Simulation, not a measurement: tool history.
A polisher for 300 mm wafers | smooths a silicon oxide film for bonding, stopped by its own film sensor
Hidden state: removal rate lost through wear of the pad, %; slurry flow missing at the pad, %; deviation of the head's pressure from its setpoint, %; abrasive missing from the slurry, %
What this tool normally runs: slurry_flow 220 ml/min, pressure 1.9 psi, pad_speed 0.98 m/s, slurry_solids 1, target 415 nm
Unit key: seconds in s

run    day  slurry_flow  pressure  pad_speed  slurry_solids  target  wafers since the last listed run  wafers polished on this pad  hours since the slurry nozzle was cleaned  hours since the head pressure was calibrated  hours since the slurry blender was calibrated  incoming thickness of the incoming film, nm  seconds
  1      0          220       1.9       0.98              1     401                                 0                          347                                      692.6                                         720.2                                           51.9                                          473    138.9
  2    0.5          220       1.9       0.98              1     401                               140                          487                                      704.6                                         732.2                                           63.9                                        470.6    133.1
  3  1.021          220       1.9       0.98              1     415                               146                          633                                      717.1                                         744.7                                           76.4                                        470.4    110.9
  4  1.558          220       1.9       0.98              1     415                               150                          784                                        730                                         757.6                                           89.3                                        471.7    113.6
  5  2.079          220       1.9       0.98              1     415                               146                          930                                      742.5                                         770.1                                          101.8                                        473.4    120.6
     2.688  -- worn pad replaced by a new one
  6  2.708          220       1.9       1.12              1     415                               129                            5                                      757.6                                         785.2                                          116.9                                        466.4     87.2
  7  3.033          220       1.9       0.98              1     415                                91                           97                                      765.4                                           793                                          124.7                                          471     97.6
  8  3.592          220       1.9       0.98              1     415                               156                          253                                      778.8                                         806.4                                          138.1                                        465.2     95.1
  9  4.192          220       1.9       0.98              1     415                               168                          422                                      793.2                                         820.8                                          152.5                                        466.4     97.1
 10   4.85          220       1.9       0.98              1     415                               184                          606                                        809                                         836.6                                          168.3                                          471    112.7
 11  5.321          220       1.9       0.98              1     415                               132                          739                                      820.3                                         847.9                                          179.6                                        471.8    110.6
     5.446  -- slurry blender recalibrated
       5.7  -- slurry nozzle cleaned
 12  5.817          220       1.9        1.1           0.85     415                               104                          843                                        2.8                                         859.8                                            8.9                                        473.2    118.1
 13  6.138          220       1.9       0.86              1     415                                90                          933                                       10.5                                         867.5                                           16.6                                        463.3    103.1
     6.842  -- worn pad replaced by a new one, of another model than before
 14  6.862          265       1.4        1.3              1     402                               156                            6                                       27.9                                         884.9                                             34                                          469    127.1
 15  7.417          220       1.9       0.98              1     415                               155                          161                                       41.2                                         898.2                                           47.3                                        463.3     89.2
 16  7.975          155       1.9       0.98              1     415                               156                          318                                       54.6                                         911.6                                           60.7                                        473.9    114.3
 17  8.538          220       1.9       0.98              1     415                               157                          476                                       68.1                                         925.1                                           74.2                                        470.7    110.9

For run 18, what comes out?
     8.654  -- head pressure recalibrated
 18  9.108          220       1.9       0.98            0.9     415                               136                          613                                       81.8                                          10.9                                           87.9                                        471.2        ?

{"run 18": {"seconds": 113.9}}
Without the tool's hidden state the same run would have given seconds 105.8 s.

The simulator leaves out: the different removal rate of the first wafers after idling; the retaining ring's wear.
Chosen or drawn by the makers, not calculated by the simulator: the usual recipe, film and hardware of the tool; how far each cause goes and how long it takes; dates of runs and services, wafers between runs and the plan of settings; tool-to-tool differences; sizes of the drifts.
